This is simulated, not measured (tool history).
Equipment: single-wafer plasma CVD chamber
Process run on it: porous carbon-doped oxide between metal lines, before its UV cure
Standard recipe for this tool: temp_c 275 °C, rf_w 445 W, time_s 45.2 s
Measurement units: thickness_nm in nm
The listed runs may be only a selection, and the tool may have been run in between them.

run,hour,temp_c,rf_w,time_s,"read-back reference wafer on the same gauge, thickness_nm",thickness_nm
1,0,275,395,45.2,242.921,232.614
# hour 59.2: gauge calibrated
2,68,275,445,45.2,238.827,246.833
3,98.8,275,445,45.2,238.758,246.781
4,162.7,275,445,45.2,238.794,245.295
5,229.2,275,445,45.2,238.972,247.239
6,257.7,275,445,45.2,238.823,246.901
7,299.8,275,445,45.2,239.12,245.225
8,371.3,275,445,45.2,239.298,244.499
9,498.1,275,445,45.2,239.884,247.837
10,557.5,275,445,45.2,240.107,247.602
11,599.1,275,445,45.2,240.5,247.478
# hour 646.9: showerhead replaced
12,669.9,275,445,45.2,240.934,245.82
13,725.3,275,445,45.2,241.234,246.382
14,753.4,275,445,45.2,241.5,248.991
15,810,266,525,53.1,241.764,342.11
16,867.4,268,370,45.2,242.037,233.91
# hour 915.4: thermocouple changed; heater temperature recalibrated
17,915.9,275,365,37.4,242.742,183.201
18,975.9,275,445,45.2,243.261,252.312
# hour 988.3: RF generator calibrated
19,1029.6,289,510,45.2,243.833,246.461
# hour 1033.9: gauge calibrated
20,1090.6,275,445,45.2,239.477,245.621
21,1140.9,264,445,49.7,239.645,294.746
22,1168.4,263,500,45.2,239.751,290.886
23,1196.7,266,445,45.2,239.571,264.047
24,1253.6,283,445,40.1,239.827,207
25,1291.9,288,475,40.7,239.669,211.597
26,1328,284,405,42.9,239.924,206.313
27,1389.8,264,395,45.2,240.113,249.875
28,1459.8,266,390,51.9,240.691,279.579

Predict each of these 5 candidate next runs independently; none follows another, all start after run 28:
A,1460.2,275,445,45.2,?,?
B,1460.2,283,380,51.4,?,?
C,1460.2,283,485,45.2,?,?
D,1460.2,275,535,40.5,?,?
E,1460.2,265,355,41.9,?,?

run,"read-back reference wafer on the same gauge, thickness_nm",thickness_nm
A,240.811,247.878
B,240.811,239.926
C,240.811,246.09
D,240.811,247.73
E,240.811,215.027
Stripped of hidden state, with their random variation kept, the same runs would have yielded:
run,thickness_nm
A,246.322
B,238.42
C,244.545
D,246.175
E,213.677
